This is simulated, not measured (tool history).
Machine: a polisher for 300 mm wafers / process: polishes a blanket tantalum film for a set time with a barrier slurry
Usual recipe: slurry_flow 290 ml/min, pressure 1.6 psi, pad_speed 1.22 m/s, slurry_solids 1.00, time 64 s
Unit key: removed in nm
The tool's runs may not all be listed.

run    hour  slurry_flow  pressure  pad_speed  slurry_solids  time  wafers since the last listed run  wafers polished on this pad  hours since the slurry nozzle was cleaned  hours since the head pressure was calibrated  hours since the slurry blender was calibrated  incoming thickness of the incoming film, nm  removed
  1     0.0          290       2.0       1.02           1.00    64                                 0                         2364                                      505.9                                          55.1                                          312.9                                        346.8     95.7
        7.3  -- slurry nozzle cleaned
  2    36.4          290       1.6       1.22           1.00    64                               519                         2884                                       29.1                                          91.5                                          349.3                                        347.6    100.8
       69.0  -- slurry blender recalibrated
  3   117.4          290       1.6       1.22           1.00    64                              1158                         4042                                      110.1                                         172.5                                           48.4                                        354.9     98.2
  4   167.5          290       1.6       1.22           1.00    64                               734                         4777                                      160.2                                         222.6                                           98.5                                        352.8     97.7
      182.7  -- worn pad replaced by a new one
  5   232.2          230       1.6       1.22           1.00    64                               890                          725                                      224.9                                         287.3                                          163.2                                        349.7     98.1
  6   285.1          230       1.6       1.22           1.00    64                               775                         1501                                      277.8                                         340.2                                          216.1                                        353.8     96.6
      455.4  -- worn pad replaced by a new one
  7   475.9          290       1.6       1.22           1.05    64                              2739                          299                                      468.6                                         531.0                                          406.9                                        354.1    102.4
      491.7  -- slurry nozzle cleaned
  8   502.8          290       1.6       1.22           1.05    64                               379                          679                                       11.1                                         557.9                                          433.8                                        346.5    107.6
      511.1  -- slurry blender recalibrated
  9   543.7          290       1.6       1.22           1.05    64                               570                         1250                                       52.0                                         598.8                                           32.6                                        349.5    103.9
 10   605.8          290       1.6       1.22           1.15    73                               910                         2160                                      114.1                                         660.9                                           94.7                                        343.7    115.4
 11   662.1          290       1.6       1.30           1.00    64                               825                         2986                                      170.4                                         717.2                                          151.0                                        346.6    103.6
      722.5  -- worn pad replaced by a new one
 12   857.5          290       1.6       1.30           1.00    64                              2806                         1979                                      365.8                                         912.6                                          346.4                                        354.1    101.7
 13   886.0          290       1.6       0.98           1.00    64                               417                         2397                                      394.3                                         941.1                                          374.9                                        347.7     75.8
      928.7  -- slurry blender recalibrated
 14   941.2          220       1.6       1.22           0.80    64                               780                         3177                                      449.5                                         996.3                                           12.5                                        346.3     84.6
      997.6  -- head pressure recalibrated
 15  1025.8          290       1.0       1.56           1.00    64                              1211                         4388                                      534.1                                          28.2                                           97.1                                        350.3     82.7
     1064.6  -- slurry nozzle cleaned
     1066.2  -- worn pad replaced by a new one
 16  1066.7          235       1.6       1.22           1.00    64                               561                            7                                        2.1                                          69.1                                          138.0                                        344.5    104.1
 17  1122.7          290       1.6       0.98           1.00    64                               821                          828                                       58.1                                         125.1                                          194.0                                        345.5     82.0
 18  1187.8          290       1.6       1.22           1.00    64                               954                         1783                                      123.2                                         190.2                                          259.1                                        352.7     98.6
 19  1254.2          290       1.6       1.22           0.80    52                               973                         2756                                      189.6                                         256.6                                          325.5                                        351.4     75.1
     1274.6  -- slurry blender recalibrated
 20  1283.0          290       1.6       1.22           1.25    43                               392                         3149                                      218.4                                         285.4                                            8.4                                        347.8     68.6
 21  1344.3          260       1.8       1.22           1.00    64                               898                         4048                                      279.7                                         346.7                                           69.7                                        344.5    104.7
     1363.0  -- worn pad replaced by a new one
 22  1392.0          260       1.6       1.22           0.80    56                               640                          424                                      327.4                                         394.4                                          117.4                                        354.3     81.1
 23  1442.9          290       1.6       1.64           1.00    85                               746                         1170                                      378.3                                         445.3                                          168.3                                        350.1    177.2
 24  1469.1          290       1.6       0.80           1.00    43                               384                         1555                                      404.5                                         471.5                                          194.5                                        343.4     43.3
 25  1517.7          385       1.0       1.22           1.00    64                               712                         2267                                      453.1                                         520.1                                          243.1                                        346.6     70.4

Difference, measured minus no-hidden-state, one row per run. Run-to-run variation is common to both terms; the gauge's own scatter need not be:
Unlogged tool condition in this case: removal rate lost through wear of the pad, %; slurry flow missing at the pad, %; deviation of the head's pressure from its setpoint, %; abrasive missing from the slurry, %.
run  removed
  1    -12.9
  2     -7.5
  3     -9.6
  4    -10.5
  5     -8.3
  6    -10.7
  7     -8.2
  8     -5.4
  9     -7.9
 10    -12.3
 11    -13.2
 12    -14.7
 13    -11.5
 14    -16.2
 15    -14.4
 16     -1.4
 17     -4.5
 18     -8.7
 19     -8.4
 20     -8.1
 21    -14.3
 22     -6.6
 23    -18.3
 24     -4.9
 25     -7.7
